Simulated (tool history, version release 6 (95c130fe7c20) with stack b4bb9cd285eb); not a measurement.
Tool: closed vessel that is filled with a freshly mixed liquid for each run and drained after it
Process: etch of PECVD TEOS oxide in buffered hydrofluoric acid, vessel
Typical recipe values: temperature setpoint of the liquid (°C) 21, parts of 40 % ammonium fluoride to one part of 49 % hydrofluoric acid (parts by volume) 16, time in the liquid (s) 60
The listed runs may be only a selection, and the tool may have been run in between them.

run    hour  temperature setpoint of the liquid (°C)  parts of 40 % ammonium fluoride to one part of 49 % hydrofluoric acid (parts by volume)  time in the liquid (s)  wafers since the last listed run  hours since the thermometer was replaced  hours since the hydrofluoric acid flow meter was replaced  hours since the gauge calibration  read-back film thickness of the PECVD TEOS oxide reference wafer, read on the same gauge (nm)  thickness taken off the PECVD TEOS oxide on a monitor wafer (Å)
  1       0                                       21                                                                                       16                      60                                 0                                    1272.1                                                      179.8                              244.9                                                                                          99.99                                                            846.2
  2      39                                       21                                                                                       16                      60                              4762                                    1311.1                                                      218.8                              283.9                                                                                          99.97                                                            844.2
  3   134.3                                       21                                                                                       16                      60                             11637                                    1406.4                                                      314.1                              379.2                                                                                         100.03                                                            856.2
  4   177.4                                       24                                                                                       16                      50                              5263                                    1449.5                                                      357.2                              422.3                                                                                            100                                                            834.7
      471.2  -- hydrofluoric acid flow meter replaced
  5   495.1                                       24                                                                                       16                      50                             38673                                    1767.2                                                       23.9                                740                                                                                         100.02                                                            841.5
  6   532.8                                       24                                                                                       16                      50                              4603                                    1804.9                                                       61.6                              777.7                                                                                          99.99                                                            843.6
  7   606.1                                       21                                                                                       16                      60                              8951                                    1878.2                                                      134.9                                851                                                                                         100.02                                                            852.8
  8   712.7                                       21                                                                                       16                      60                             13017                                    1984.8                                                      241.5                              957.6                                                                                         100.03                                                            863.6
  9   766.9                                       21                                                                                       16                      60                              6618                                      2039                                                      295.7                             1011.8                                                                                          99.99                                                            873.5
 10   821.3                                       21                                                                                       16                      85                              6643                                    2093.4                                                      350.1                             1066.2                                                                                         100.02                                                             1238
 11   895.6                                       21                                                                                       16                      85                              9073                                    2167.7                                                      424.4                             1140.5                                                                                            100                                                           1223.2
      920.4  -- gauge calibrated
      965.5  -- thermometer replaced
 12     966                                       21                                                                                       16                      85                              8474                                       0.5                                                      494.8                               45.6                                                                                            100                                                           1167.4
 13  1036.1                                       17                                                                                       11                      50                              8560                                      70.6                                                      564.9                              115.7                                                                                          99.98                                                            794.1
     1052.3  -- hydrofluoric acid flow meter replaced
 14  1123.5                                       21                                                                                       16                      50                             10550                                       158                                                       71.2                              203.1                                                                                          99.98                                                            698.8
 15    1181                                       21                                                                                       16                      85                              7021                                     215.5                                                      128.7                              260.6                                                                                          99.99                                                           1170.3
 16    1218                                       17                                                                                       11                      50                              4518                                     252.5                                                      165.7                              297.6                                                                                          99.93                                                            793.7
 17  1267.7                                     17.5                                                                                       14                      70                              6069                                     302.2                                                      215.4                              347.3                                                                                         100.05                                                            911.3
 18  1318.7                                     24.5                                                                                     12.5                      85                              6227                                     353.2                                                      266.4                              398.3                                                                                            100                                                           1821.2
 19  1380.3                                       21                                                                                     12.5                      60                              7522                                     414.8                                                        328                              459.9                                                                                         100.01                                                           1056.8
 20  1426.8                                       21                                                                                       16                      60                              5678                                     461.3                                                      374.5                              506.4                                                                                            100                                                            844.2
 21  1489.6                                       21                                                                                       11                      85                              7668                                     524.1                                                      437.3                              569.2                                                                                          99.99                                                           1703.6
 22  1578.7                                     23.5                                                                                     11.5                      60                             10880                                     613.2                                                      526.4                              658.3                                                                                         100.02                                                           1332.7
 23  1626.8                                       18                                                                                     18.5                      60                              5873                                     661.3                                                      574.5                              706.4                                                                                          99.99                                                            616.5
 24  1705.2                                       21                                                                                       16                      60                              9573                                     739.7                                                      652.9                              784.8                                                                                         100.01                                                            838.9
 25  1770.4                                       21                                                                                       16                      60                              7961                                     804.9                                                      718.1                                850                                                                                          99.99                                                            860.3

Measured result minus the same run's result without the hidden state. Both carry the same run-to-run variation, though not necessarily the same gauge scatter:
The tool's hidden condition here consists of: liquid hotter than its thermometer reads (K); hydrofluoric acid flow below the setpoint (%); gauge reads high (%).
run  thickness taken off the PECVD TEOS oxide on a monitor wafer (Å)
  1                                                            +27.3
  2                                                            +28.1
  3                                                            +30.4
  4                                                            +29.9
  5                                                            +35.9
  6                                                            +36.9
  7                                                            +39.3
  8                                                            +42.2
  9                                                            +43.6
 10                                                              +63
 11                                                            +64.8
 12                                                             +5.8
 13                                                             +5.5
 14                                                             +6.2
 15                                                            +11.7
 16                                                               +9
 17                                                            +11.3
 18                                                            +23.6
 19                                                            +15.7
 20                                                            +13.5
 21                                                            +29.1
 22                                                            +25.3
 23                                                            +12.8
 24                                                            +18.9
 25                                                            +20.8

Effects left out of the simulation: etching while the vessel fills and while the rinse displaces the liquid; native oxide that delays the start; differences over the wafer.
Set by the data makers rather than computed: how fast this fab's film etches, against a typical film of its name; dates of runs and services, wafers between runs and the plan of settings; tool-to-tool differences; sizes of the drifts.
